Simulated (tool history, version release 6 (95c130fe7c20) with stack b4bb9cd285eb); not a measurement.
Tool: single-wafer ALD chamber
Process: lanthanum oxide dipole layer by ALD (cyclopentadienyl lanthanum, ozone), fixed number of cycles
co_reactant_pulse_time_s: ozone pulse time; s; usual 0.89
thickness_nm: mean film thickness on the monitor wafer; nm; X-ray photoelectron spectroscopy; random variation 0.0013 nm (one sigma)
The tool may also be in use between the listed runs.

| run | hour | co_reactant_pulse_time_s | wafers since the last listed run | hours since the last thermocouple change | hours since the last ozone generator service | hours since the showerhead was replaced | hours since the gauge calibration | read-back reference wafer on the same gauge, thickness_nm | thickness_nm |
|---|---|---|---|---|---|---|---|---|---|
| 1 | 0.0 | 0.81 | 0 | 381.6 | 1612.3 | 6721.3 | 336.3 | 0.524 | 0.471 |
| 2 | 23.2 | 0.81 | 247 | 404.8 | 1635.5 | 6744.5 | 359.5 | 0.524 | 0.471 |
| 3 | 116.0 | 0.89 | 991 | 497.6 | 1728.3 | 6837.3 | 452.3 | 0.524 | 0.486 |
| 4 | 145.0 | 0.89 | 309 | 526.6 | 1757.3 | 6866.3 | 481.3 | 0.524 | 0.484 |
| 5 | 167.0 | 1.16 | 235 | 548.6 | 1779.3 | 6888.3 | 503.3 | 0.524 | 0.519 |
| 6 | 197.0 | 1.16 | 320 | 578.6 | 1809.3 | 6918.3 | 533.3 | 0.524 | 0.521 |
| 7 | 227.7 | 1.16 | 327 | 609.3 | 1840.0 | 6949.0 | 564.0 | 0.524 | 0.518 |
| 8 | 252.7 | 0.89 | 267 | 634.3 | 1865.0 | 6974.0 | 589.0 | 0.524 | 0.486 |
| 9 | 279.3 | 0.65 | 284 | 660.9 | 1891.6 | 7000.6 | 615.6 | 0.524 | 0.439 |
|  | 295.2 | gauge calibrated |
| 10 | 306.6 | 0.65 | 291 | 688.2 | 1918.9 | 7027.9 | 11.4 | 0.524 | 0.442 |
|  | 334.6 | ozone generator serviced |
| 11 | 336.8 | 0.65 | 237 | 718.4 | 2.2 | 7058.1 | 41.6 | 0.524 | 0.440 |
| 12 | 355.8 | 0.89 | 202 | 737.4 | 21.2 | 7077.1 | 60.6 | 0.524 | 0.487 |
| 13 | 372.6 | 0.89 | 179 | 754.2 | 38.0 | 7093.9 | 77.4 | 0.524 | 0.484 |
| 14 | 404.4 | 0.89 | 339 | 786.0 | 69.8 | 7125.7 | 109.2 | 0.524 | 0.486 |
| 15 | 426.3 | 0.72 | 233 | 807.9 | 91.7 | 7147.6 | 131.1 | 0.524 | 0.453 |
| 16 | 452.9 | 1.13 | 284 | 834.5 | 118.3 | 7174.2 | 157.7 | 0.524 | 0.513 |
| 17 | 480.0 | 1.05 | 289 | 861.6 | 145.4 | 7201.3 | 184.8 | 0.524 | 0.505 |
| 18 | 507.8 | 0.89 | 296 | 889.4 | 173.2 | 7229.1 | 212.6 | 0.524 | 0.486 |
| 19 | 529.9 | 0.69 | 236 | 911.5 | 195.3 | 7251.2 | 234.7 | 0.524 | 0.450 |
| 20 | 557.7 | 0.99 | 296 | 939.3 | 223.1 | 7279.0 | 262.5 | 0.524 | 0.499 |
|  | 573.0 | showerhead replaced |
| 21 | 582.5 | 0.57 | 179 | 964.1 | 247.9 | 9.5 | 287.3 | 0.524 | 0.422 |
| 22 | 599.6 | 1.08 | 182 | 981.2 | 265.0 | 26.6 | 304.4 | 0.524 | 0.511 |
|  | 631.2 | thermocouple changed; heater temperature recalibrated |
| 23 | 631.7 | 0.64 | 257 | 0.5 | 297.1 | 58.7 | 336.5 | 0.524 | 0.437 |
| 24 | 657.2 | 0.74 | 272 | 26.0 | 322.6 | 84.2 | 362.0 | 0.524 | 0.457 |
| 25 | 672.8 | 0.98 | 166 | 41.6 | 338.2 | 99.8 | 377.6 | 0.524 | 0.498 |
| 26 | 704.5 | 0.68 | 338 | 73.3 | 369.9 | 131.5 | 409.3 | 0.524 | 0.448 |
| 27 | 733.2 | 0.89 | 306 | 102.0 | 398.6 | 160.2 | 438.0 | 0.524 | 0.485 |
| 28 | 749.0 | 0.62 | 168 | 117.8 | 414.4 | 176.0 | 453.8 | 0.524 | 0.433 |
| 29 | 764.4 | 0.89 | 164 | 133.2 | 429.8 | 191.4 | 469.2 | 0.524 | 0.485 |
| 30 | 838.0 | 1.19 | 786 | 206.8 | 503.4 | 265.0 | 542.8 | 0.524 | 0.523 |
| 31 | 851.1 | 0.73 | 139 | 219.9 | 516.5 | 278.1 | 555.9 | 0.524 | 0.455 |
| 32 | 872.0 | 1.20 | 223 | 240.8 | 537.4 | 299.0 | 576.8 | 0.524 | 0.523 |

What the log doesn't show, run by run:
wafer temperature above the value expected at the setpoint (K): 0 in every run
ozone dose above that of a generator just serviced (%): 0 in every run
gauge reads high (%): 0 in every run

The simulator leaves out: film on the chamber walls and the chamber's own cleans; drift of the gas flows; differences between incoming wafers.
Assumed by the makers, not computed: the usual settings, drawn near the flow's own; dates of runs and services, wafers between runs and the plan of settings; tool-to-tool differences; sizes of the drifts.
